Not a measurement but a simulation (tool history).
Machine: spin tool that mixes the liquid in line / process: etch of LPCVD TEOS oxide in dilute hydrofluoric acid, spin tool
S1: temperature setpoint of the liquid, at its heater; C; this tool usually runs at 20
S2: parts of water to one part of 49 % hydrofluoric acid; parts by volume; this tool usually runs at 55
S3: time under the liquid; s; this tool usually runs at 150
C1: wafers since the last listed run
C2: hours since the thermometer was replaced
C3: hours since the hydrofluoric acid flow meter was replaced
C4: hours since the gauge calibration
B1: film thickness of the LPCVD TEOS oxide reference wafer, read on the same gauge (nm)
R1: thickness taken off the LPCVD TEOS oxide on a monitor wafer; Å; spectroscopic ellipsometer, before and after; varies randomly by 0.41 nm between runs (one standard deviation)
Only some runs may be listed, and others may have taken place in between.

run    hour    S1  S2   S3    C1     C2     C3      C4     B1     R1
  1       0    20  60  150     0  478.6  341.7  1614.1  59.99  423.7
  2    71.1    20  60  150   489  549.7  412.8  1685.2  59.99  426.5
      146.4  -- thermometer replaced
  3   165.8    20  55  150   645   19.4  507.5  1779.9  59.99  467.4
  4   265.4    20  55  150   686    119  607.1  1879.5  59.97  463.1
  5   359.1    20  55  150   645  212.7  700.8  1973.2  59.99  460.4
  6   405.8    20  55  150   321  259.4  747.5  2019.9     60  453.6
  7   489.3    20  55  150   575  342.9    831  2103.4     60  450.9
      555.5  -- hydrofluoric acid flow meter replaced
  8   589.3    20  40  150   682  442.9   33.8  2203.4  59.98  575.7
  9   672.4    20  40  150   572    526  116.9  2286.5  60.01  583.6
 10   727.4    20  40  150   378    581  171.9  2341.5     60  583.7
      766.3  -- thermometer replaced
     1003.8  -- hydrofluoric acid flow meter replaced, repeated, since the last time left the tool worse
 11  1041.5  18.5  55  150  2150  275.2   37.7  2655.6  60.02    444
 12    1145  18.5  55  150   713  378.7  141.2  2759.1  59.98    439
 13  1235.3    20  55  150   622    469  231.5  2849.4  59.99  463.4
 14  1325.9    20  55  150   624  559.6  322.1    2940  60.01  471.9
 15  1379.7    20  55  150   370  613.4  375.9  2993.8     60  460.6
     1395.9  -- thermometer replaced
 16  1457.5    18  40  240   529   61.6  453.7  3071.6  59.99  945.3
 17  1557.3  24.5  40  150   687  161.4  553.5  3171.4  59.98  752.7
 18  1623.5    20  30   60   456  227.6  619.7  3237.6     60  340.2
 19  1689.2    20  55  150   452  293.3  685.4  3303.3  59.99  452.3
 20  1778.8    17  85   95   617  382.9    775  3392.9  60.04    156
     1819.7  -- hydrofluoric acid flow meter replaced
 21  2004.2  23.5  75  215  1545  608.3  184.5  3618.3  60.01  569.5
 22  2087.3    20  30  150   572  691.4  267.6  3701.4  60.01  892.6
     2089.3  -- gauge calibrated
     2151.4  -- thermometer replaced
 23    2172  24.5  55  100   576   20.6  352.3    82.7  59.99  375.6
 24  2265.6    20  70   60   644  114.2  445.9   176.3     60  142.2
 25  2476.5    20  60  150  1452  325.1  656.8   387.2  60.01    413
 26  2564.6    20  55  150   606  413.2  744.9   475.3  59.99  460.3
 27  2662.8    20  55  100   676  511.4  843.1   573.5  59.99  303.6
     2695.4  -- hydrofluoric acid flow meter replaced
 28  2757.3    17  40   90   644  605.9   61.9     668  60.02  349.8
 29  2825.4    17  30  150   469    674    130   736.1  60.01  788.9
 30  2865.9  23.5  55  115   279  714.5  170.5   776.6  60.01  413.9
     2926.7  -- thermometer replaced
 31    2928    17  30  150   420    1.3  232.6   838.7     60  772.3
 32  2983.6    23  65  150   383   56.9  288.2   894.3     60  446.3
 33  3021.7    20  55  150   262     95  326.3   932.4  59.99  463.6
 34  3102.8  22.5  30  100   558  176.1  407.4  1013.5  60.01  646.8

What the log doesn't show, run by run:
liquid hotter than its thermometer reads (K): 0 at every run
gauge reads high (%): 0 at every run
H1: hydrofluoric acid flow below the setpoint (%)
run    H1
  1  2.57
  2  3.08
  3  3.75
  4  4.47
  5  5.14
  6  5.47
  7  6.07
  8  12.6
  9  13.2
 10  13.6
 11  1.96
 12   2.7
 13  3.34
 14  3.99
 15  4.38
 16  4.93
 17  5.65
 18  6.12
 19  6.59
 20  7.23
 21  1.33
 22  1.93
 23  2.53
 24   3.2
 25  4.71
 26  5.34
 27  6.04
 28  1.43
 29  1.91
 30   2.2
 31  2.65
 32  3.04
 33  3.32
 34   3.9
